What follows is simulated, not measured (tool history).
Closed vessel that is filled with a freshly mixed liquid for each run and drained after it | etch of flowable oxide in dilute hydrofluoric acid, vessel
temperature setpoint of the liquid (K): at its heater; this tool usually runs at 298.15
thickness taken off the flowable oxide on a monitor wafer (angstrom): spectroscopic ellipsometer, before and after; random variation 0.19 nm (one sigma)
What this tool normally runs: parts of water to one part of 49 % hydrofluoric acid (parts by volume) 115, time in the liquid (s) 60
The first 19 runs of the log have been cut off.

run	hour	temperature setpoint of the liquid (K)	parts of water to one part of 49 % hydrofluoric acid (parts by volume)	time in the liquid (s)	wafers since the last listed run	hours since the thermometer was replaced	hours since the hydrofluoric acid flow meter was replaced	hours since the gauge calibration	read-back film thickness of the flowable oxide reference wafer, read on the same gauge (nm)	thickness taken off the flowable oxide on a monitor wafer (angstrom)
20	592.4	296.65	175	80	14137	540.6	556.4	483.6	80	185.2
21	608.6	300.65	150	60	2306	556.8	572.6	499.8	79.98	188.5
22	632.1	302.65	115	75	3345	580.3	596.1	523.3	79.98	352.5
23	678.7	298.15	155	60	6634	626.9	642.7	569.9	79.99	169.2
24	701.6	295.65	115	40	3260	649.8	665.6	592.8	79.99	141.6
25	729.4	298.15	115	80	3957	677.6	693.4	620.6	79.99	313.4
26	760.1	296.65	165	60	4370	708.3	724.1	651.3	80.02	147.2
27	783.9	298.15	115	60	3388	732.1	747.9	675.1	80	238
28	815.3	298.15	115	60	4470	763.5	779.3	706.5	80.01	238.3
29	836	298.15	95	60	2947	784.2	800	727.2	80	294
30	850.1	298.15	115	40	2007	798.3	814.1	741.3	80.02	159.8
31	881.3	298.15	150	30	4441	829.5	845.3	772.5	80.02	88.1
32	916.6	298.15	115	60	5025	864.8	880.6	807.8	80	236.4
# hour 940.2: gauge calibrated
33	947.1	298.15	115	60	4342	895.3	911.1	6.9	80.01	240.4

Here are 5 independent what-if runs from the current tool condition. What would each one return?
A	947.8	294.15	115	60	99	896	911.8	7.6	?	?
B	947.8	298.15	75	60	99	896	911.8	7.6	?	?
C	947.8	294.65	145	60	99	896	911.8	7.6	?	?
D	947.8	293.65	160	45	99	896	911.8	7.6	?	?
E	947.8	301.65	170	60	99	896	911.8	7.6	?	?

run	read-back film thickness of the flowable oxide reference wafer, read on the same gauge (nm)	thickness taken off the flowable oxide on a monitor wafer (angstrom)
A	80	203.9
B	80	384.6
C	80	159.9
D	80	102.9
E	80	173.1
With no hidden state in the tool, these same runs would have given:
run	thickness taken off the flowable oxide on a monitor wafer (angstrom)
A	189.6
B	358.2
C	148.4
D	95.4
E	160
